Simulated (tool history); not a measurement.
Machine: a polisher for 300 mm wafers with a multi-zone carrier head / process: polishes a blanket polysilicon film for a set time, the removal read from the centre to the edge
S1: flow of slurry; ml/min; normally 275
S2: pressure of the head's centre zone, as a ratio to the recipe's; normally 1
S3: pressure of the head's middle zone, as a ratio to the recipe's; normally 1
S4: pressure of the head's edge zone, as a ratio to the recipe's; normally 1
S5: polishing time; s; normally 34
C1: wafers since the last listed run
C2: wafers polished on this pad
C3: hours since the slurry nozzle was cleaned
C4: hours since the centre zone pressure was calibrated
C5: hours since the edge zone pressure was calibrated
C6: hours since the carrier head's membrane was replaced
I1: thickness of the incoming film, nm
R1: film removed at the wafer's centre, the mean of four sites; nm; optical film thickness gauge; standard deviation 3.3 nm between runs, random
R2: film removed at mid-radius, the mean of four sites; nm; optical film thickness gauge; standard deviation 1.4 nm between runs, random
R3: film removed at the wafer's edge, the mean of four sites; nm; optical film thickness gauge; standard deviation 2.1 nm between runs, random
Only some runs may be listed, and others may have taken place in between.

run   hour   S1  S2    S3    S4  S5   C1   C2     C3     C4      C5     C6      I1     R1     R2     R3
  1      0  275   1     1     1  34    0  991  157.9  229.2  1485.7  402.7  2304.1  198.7  199.5  201.6
      10.1  -- worn pad replaced by a new one
  2   30.2  275   1     1     1  34  331  254  188.1  259.4  1515.9  432.9  2292.2  214.8  215.9  211.6
  3   62.2  275   1     1  0.95  34  404  658  220.1  291.4  1547.9  464.9  2288.3    201    204  199.4
  4   84.7  275   1     1  0.95  34  284  943  242.6  313.9  1570.4  487.4  2261.2  200.5  196.3  188.4
      90.8  -- worn pad replaced by a new one
  5  118.6  275   1     1  0.95  34  378  351  276.5  347.8  1604.3  521.3    2300  213.4  213.9  209.4
  6  135.1  275   1  1.08     1  39  208  560    293  364.3  1620.8  537.8  2299.3    240  254.9  230.7
     165.2  -- centre zone pressure recalibrated
       170  -- edge zone pressure recalibrated
  7  170.9  275   1  1.08     1  39  402  962  328.8    5.7     0.9  573.6  2268.7  226.1  238.3  221.7
     179.6  -- worn pad replaced by a new one
       186  -- carrier head's membrane replaced by a new one
  8  188.2  275   1  0.89  1.12  43  104   44  346.1     23    18.2    2.2  2287.9  283.1  259.3  294.5
  9  207.3  215   1     1  1.09  34  241  286  365.2   42.1    37.3   21.3  2276.4  208.1  211.9  221.6
 10  234.5  275   1  1.09     1  29  343  630  392.4   69.3    64.5   48.5  2294.7    176  190.1    172

Forecast run 11:
     261.6  -- worn pad replaced by a new one
 11  268.8  275   1   1   1  34  383  90  426.7  103.6  98.8  82.8  2289.2   ?   ?   ?

{"run 11": {"R1": 217.6, "R2": 225.8, "R3": 224.1}}
Were there no unlogged condition in the tool, this run, its random variation unchanged, would have produced R1 220.1 nm, R2 228.5 nm, R3 226.8 nm.
